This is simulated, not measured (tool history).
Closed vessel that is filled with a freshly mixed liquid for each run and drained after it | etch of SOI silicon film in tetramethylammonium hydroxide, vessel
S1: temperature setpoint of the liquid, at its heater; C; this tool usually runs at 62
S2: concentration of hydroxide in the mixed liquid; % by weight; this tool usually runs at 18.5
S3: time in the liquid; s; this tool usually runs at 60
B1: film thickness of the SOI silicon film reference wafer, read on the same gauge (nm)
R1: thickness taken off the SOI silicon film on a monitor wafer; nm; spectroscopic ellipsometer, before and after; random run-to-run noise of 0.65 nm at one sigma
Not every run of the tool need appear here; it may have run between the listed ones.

| run | hour | S1 | S2 | S3 | B1 | R1 |
|---|---|---|---|---|---|---|
| 1 | 0 | 62 | 18.5 | 60 | 100.02 | 183.7 |
| 2 | 73.7 | 62 | 18.5 | 60 | 99.98 | 183 |
| 3 | 146.1 | 57.5 | 18.5 | 60 | 99.97 | 138.5 |
| 4 | 186.1 | 57.5 | 18.5 | 60 | 99.97 | 137.7 |
| 5 | 233.6 | 62 | 18.5 | 50 | 99.99 | 152.28 |
| 6 | 293.9 | 62 | 18.5 | 50 | 99.99 | 152.75 |
| 7 | 349.3 | 62 | 18.5 | 50 | 100.01 | 152.24 |
| 8 | 483.7 | 62 | 18.5 | 60 | 99.98 | 181.79 |
|  | 494.8 | hydroxide flow meter replaced |
|  | 564 | gauge calibrated |
| 9 | 576.4 | 62 | 18.5 | 60 | 100.03 | 183.22 |
| 10 | 628.8 | 56.5 | 18.5 | 70 | 100 | 150.54 |
| 11 | 679.6 | 65 | 18.5 | 40 | 99.99 | 146.24 |
| 12 | 756.3 | 62 | 18.5 | 60 | 99.99 | 182.81 |
| 13 | 821.6 | 64.5 | 14 | 70 | 100.02 | 277.67 |
|  | 861.5 | thermometer replaced |
| 14 | 894.8 | 69 | 23 | 85 | 99.99 | 347.83 |
| 15 | 1015.3 | 62 | 18.5 | 30 | 99.98 | 91.73 |
| 16 | 1120 | 62 | 18.5 | 90 | 100.03 | 275.58 |
| 17 | 1210.4 | 62 | 18.5 | 60 | 99.99 | 183.41 |
| 18 | 1270.3 | 57 | 17 | 60 | 99.99 | 137.09 |

Predict each of these 4 candidate next runs independently; none follows another, all start after run 18:
| A | 1271 | 62 | 18.5 | 60 | ? | ? |
| B | 1271 | 67.5 | 18.5 | 75 | ? | ? |
| C | 1271 | 65 | 14.5 | 50 | ? | ? |
| D | 1271 | 58 | 22 | 60 | ? | ? |

| run | B1 | R1 |
|---|---|---|
| A | 99.98 | 182.61 |
| B | 99.98 | 318.46 |
| C | 99.98 | 200.99 |
| D | 99.98 | 130.89 |
The same runs, with their run-to-run variation unchanged, on a tool lacking any hidden condition would have given:
| run | R1 |
|---|---|
| A | 182.61 |
| B | 318.46 |
| C | 200.99 |
| D | 130.89 |
